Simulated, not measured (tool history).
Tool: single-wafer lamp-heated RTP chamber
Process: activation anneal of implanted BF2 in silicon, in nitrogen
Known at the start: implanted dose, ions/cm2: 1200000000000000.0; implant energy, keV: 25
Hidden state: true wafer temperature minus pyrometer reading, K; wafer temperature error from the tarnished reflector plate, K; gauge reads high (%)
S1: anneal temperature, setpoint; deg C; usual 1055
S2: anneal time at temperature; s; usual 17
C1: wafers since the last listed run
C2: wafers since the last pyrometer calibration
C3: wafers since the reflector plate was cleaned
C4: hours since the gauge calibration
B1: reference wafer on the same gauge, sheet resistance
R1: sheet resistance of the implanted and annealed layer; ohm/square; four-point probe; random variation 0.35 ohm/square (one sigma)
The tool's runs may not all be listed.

run	day	S1	S2	C1	C2	C3	C4	B1	R1
1	0	1055	17	0	11	295	194.8	138.05	124.92
2	0.379	1067	22	217	229	513	203.9	138.02	115.21
3	1.017	1055	17	366	596	880	219.2	138.01	124.36
4	1.45	1055	17	249	845	1129	229.6	137.92	124.11
5	1.8	1055	17	201	1046	1330	238	137.99	124.45
6	2.454	1055	9	376	1422	1706	253.7	138	133.17
7	3.079	1042	17	359	1782	2066	268.7	137.97	131.41
8	3.417	1055	17	194	1976	2260	276.8	138	124.06
9	3.808	1055	17	225	2201	2485	286.2	137.97	123.82
10	4.288	1055	17	275	2476	2760	297.7	138.02	122.93
# day 4.733: gauge calibrated
# day 5.162: pyrometer window cleaned and pyrometer calibrated
11	5.183	1055	17	323	11	3084	10.8	137.97	124.97
12	5.488	1055	17	174	186	3259	18.1	137.96	124.98
13	5.812	1055	17	186	373	3445	25.9	138.03	124.72
14	6.383	1037	17	328	701	3774	39.6	138.03	134.76
15	6.788	1037	17	232	933	4006	49.3	138.13	134.94
16	7.088	1037	17	172	1106	4178	56.5	138	134.48
17	7.779	1055	17	397	1503	4576	73.1	138	123.53
18	8.288	1067	27	292	1795	4868	85.3	138.04	111
19	9.012	1055	17	416	2212	5285	102.7	138.05	123.31
20	9.4	1032	17	222	2435	5508	112	138.05	136.29
# day 10.238: pyrometer window cleaned and pyrometer calibrated
21	10.258	1046	27	301	12	5810	132.6	137.94	123.12
22	10.429	1079	11	98	110	5908	136.7	138	119.14
23	10.717	1055	25	165	275	6073	143.6	137.99	119.49
24	11.017	1079	11	172	448	6246	150.8	137.99	118.94
# day 11.658: reflector plate cleaned
25	11.679	1055	17	189	637	10	166.7	137.96	124.72
26	12.012	1036	11	191	829	202	174.7	137.99	143.7
27	12.371	1037	22	206	1035	408	183.3	137.99	130.58
28	12.642	1068	10	155	1190	564	189.8	137.99	125.03
29	12.896	1055	17	146	1337	710	195.9	138.08	123.81
30	13.283	1055	17	222	1559	933	205.2	138	124.89
31	13.675	1071	20	225	1784	1158	214.6	138.06	113.69
32	14.367	1071	23	397	2182	1555	231.2	137.97	111.08
33	14.854	1064	17	280	2462	1836	242.9	137.99	118.69
34	15.4	1076	11	313	2776	2149	256	138.06	119.43
# day 15.85: pyrometer window cleaned and pyrometer calibrated
35	15.921	1039	22	107	41	2257	268.5	138	130.32
# day 16.388: gauge calibrated
36	16.617	1068	8	400	441	2657	5.5	138	128.12
37	17.079	1065	14	265	707	2923	16.6	137.97	121.98

Forecast each of these 4 alternatives for the next run:
A	17.096	1055	12	9	716	2933	17	?	?
B	17.096	1080	13	9	716	2933	17	?	?
C	17.096	1081	25	9	716	2933	17	?	?
D	17.096	1029	17	9	716	2933	17	?	?

run	B1	R1
A	138.02	130.37
B	138.02	116.62
C	138.02	108.18
D	138.02	141.16
Without the tool's hidden state the same runs would have given:
run	R1
A	131.14
B	117.18
C	108.61
D	142.1
